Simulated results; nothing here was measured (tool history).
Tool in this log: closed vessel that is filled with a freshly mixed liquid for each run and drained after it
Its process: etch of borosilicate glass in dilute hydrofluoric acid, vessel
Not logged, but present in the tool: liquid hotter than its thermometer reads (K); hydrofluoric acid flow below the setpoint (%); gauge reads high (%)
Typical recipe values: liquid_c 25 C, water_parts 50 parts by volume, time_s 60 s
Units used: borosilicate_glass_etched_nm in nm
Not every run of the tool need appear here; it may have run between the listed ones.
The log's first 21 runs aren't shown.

run	hour	liquid_c	water_parts	time_s	wafers since the last listed run	hours since the thermometer was replaced	hours since the hydrofluoric acid flow meter was replaced	hours since the gauge calibration	read-back film thickness of the borosilicate glass reference wafer, read on the same gauge (nm)	borosilicate_glass_etched_nm
# hour 570.7: hydrofluoric acid flow meter replaced
# hour 586.3: gauge calibrated
22	599.3	25	50	40	2814	34.9	28.6	13	59.99	31.3
23	631.9	25	50	85	2763	67.5	61.2	45.6	59.98	67.19
24	648.9	25	70	60	1440	84.5	78.2	62.6	59.98	32.76
25	679.2	25	35	30	2568	114.8	108.5	92.9	60.02	33.89
26	693	25	70	95	1169	128.6	122.3	106.7	60.01	52.91
27	715	25	50	60	1864	150.6	144.3	128.7	60.02	46.56
28	742.8	20	60	95	2356	178.4	172.1	156.5	60.01	51.3
29	771	27.5	50	60	2390	206.6	200.3	184.7	60	52.91
30	792.6	25	50	95	1830	228.2	221.9	206.3	60	75.12
31	818.5	25	50	60	2195	254.1	247.8	232.2	60.01	48.02
32	839.6	25	35	45	1788	275.2	268.9	253.3	60.01	51.75
33	852.2	22.5	50	60	1067	287.8	281.5	265.9	60.04	43.63
34	866	25	50	60	1169	301.6	295.3	279.7	59.98	48.16

What if the next run were any one of these 3? Each begins from the tool's condition after run 34:
A	866.7	25	50	45	59	302.3	296	280.4	?	?
B	866.7	29.5	45	90	59	302.3	296	280.4	?	?
C	866.7	25	60	50	59	302.3	296	280.4	?	?

run	read-back film thickness of the borosilicate glass reference wafer, read on the same gauge (nm)	borosilicate_glass_etched_nm
A	59.99	35.47
B	59.99	95.06
C	59.99	32.4
With no hidden state in the tool, these same runs would have given:
run	borosilicate_glass_etched_nm
A	34.46
B	92.43
C	31.48
